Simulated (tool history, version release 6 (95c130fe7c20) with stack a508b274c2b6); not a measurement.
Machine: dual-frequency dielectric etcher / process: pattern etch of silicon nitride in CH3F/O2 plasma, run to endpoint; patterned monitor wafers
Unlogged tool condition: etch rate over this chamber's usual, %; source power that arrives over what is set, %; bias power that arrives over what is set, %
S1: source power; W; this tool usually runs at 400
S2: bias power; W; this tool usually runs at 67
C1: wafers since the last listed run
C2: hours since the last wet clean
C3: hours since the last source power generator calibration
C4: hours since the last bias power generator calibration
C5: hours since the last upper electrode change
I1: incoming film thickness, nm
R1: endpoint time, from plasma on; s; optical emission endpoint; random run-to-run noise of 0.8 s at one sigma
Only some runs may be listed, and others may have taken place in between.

run 1 day=0.000 | S1=330 S2=67 | C1=0 C2=135.7 C3=2131.5 C4=2992.1 C5=2785.3 | I1=77.5 | R1=94.6
run 2 day=4.192 | S1=400 S2=80 | C1=590 C2=236.3 C3=2232.1 C4=3092.7 C5=2885.9 | I1=76.9 | R1=80.4
run 3 day=8.658 | S1=400 S2=80 | C1=629 C2=343.5 C3=2339.3 C4=3199.9 C5=2993.1 | I1=78.1 | R1=82.1
run 4 day=10.821 | S1=400 S2=80 | C1=304 C2=395.4 C3=2391.2 C4=3251.8 C5=3045.0 | I1=77.3 | R1=81.0
-- day=11.850 bias power generator calibrated
run 5 day=13.317 | S1=400 S2=54 | C1=328 C2=455.3 C3=2451.1 C4=35.2 C5=3104.9 | I1=77.4 | R1=96.8
-- day=15.429 upper electrode replaced
run 6 day=15.829 | S1=400 S2=54 | C1=213 C2=515.6 C3=2511.4 C4=95.5 C5=9.6 | I1=76.9 | R1=95.9
run 7 day=17.771 | S1=400 S2=54 | C1=273 C2=562.2 C3=2558.0 C4=142.1 C5=56.2 | I1=77.5 | R1=93.4
-- day=18.358 source power generator calibrated
run 8 day=19.817 | S1=480 S2=61 | C1=264 C2=611.3 C3=35.0 C4=191.2 C5=105.3 | I1=77.6 | R1=85.6
-- day=21.342 wet clean of the chamber
run 9 day=22.354 | S1=400 S2=67 | C1=216 C2=24.3 C3=95.9 C4=252.1 C5=166.2 | I1=78.7 | R1=93.8
run 10 day=26.400 | S1=330 S2=83 | C1=570 C2=121.4 C3=193.0 C4=349.2 C5=263.3 | I1=78.0 | R1=83.4
run 11 day=29.229 | S1=370 S2=75 | C1=398 C2=189.3 C3=260.9 C4=417.1 C5=331.2 | I1=78.0 | R1=88.0
run 12 day=33.021 | S1=310 S2=72 | C1=534 C2=280.3 C3=351.9 C4=508.1 C5=422.2 | I1=78.5 | R1=92.8

Run 13 is up next; what results do you expect?
run 13 day=36.742 | S1=340 S2=72 | C1=524 C2=369.6 C3=441.2 C4=597.4 C5=511.5 | I1=77.4 | R1=?

For run 13 the tool returned R1 88.0 s.
With the hidden condition absent and the run-to-run variation left alone, this run would have shown R1 90.8 s.

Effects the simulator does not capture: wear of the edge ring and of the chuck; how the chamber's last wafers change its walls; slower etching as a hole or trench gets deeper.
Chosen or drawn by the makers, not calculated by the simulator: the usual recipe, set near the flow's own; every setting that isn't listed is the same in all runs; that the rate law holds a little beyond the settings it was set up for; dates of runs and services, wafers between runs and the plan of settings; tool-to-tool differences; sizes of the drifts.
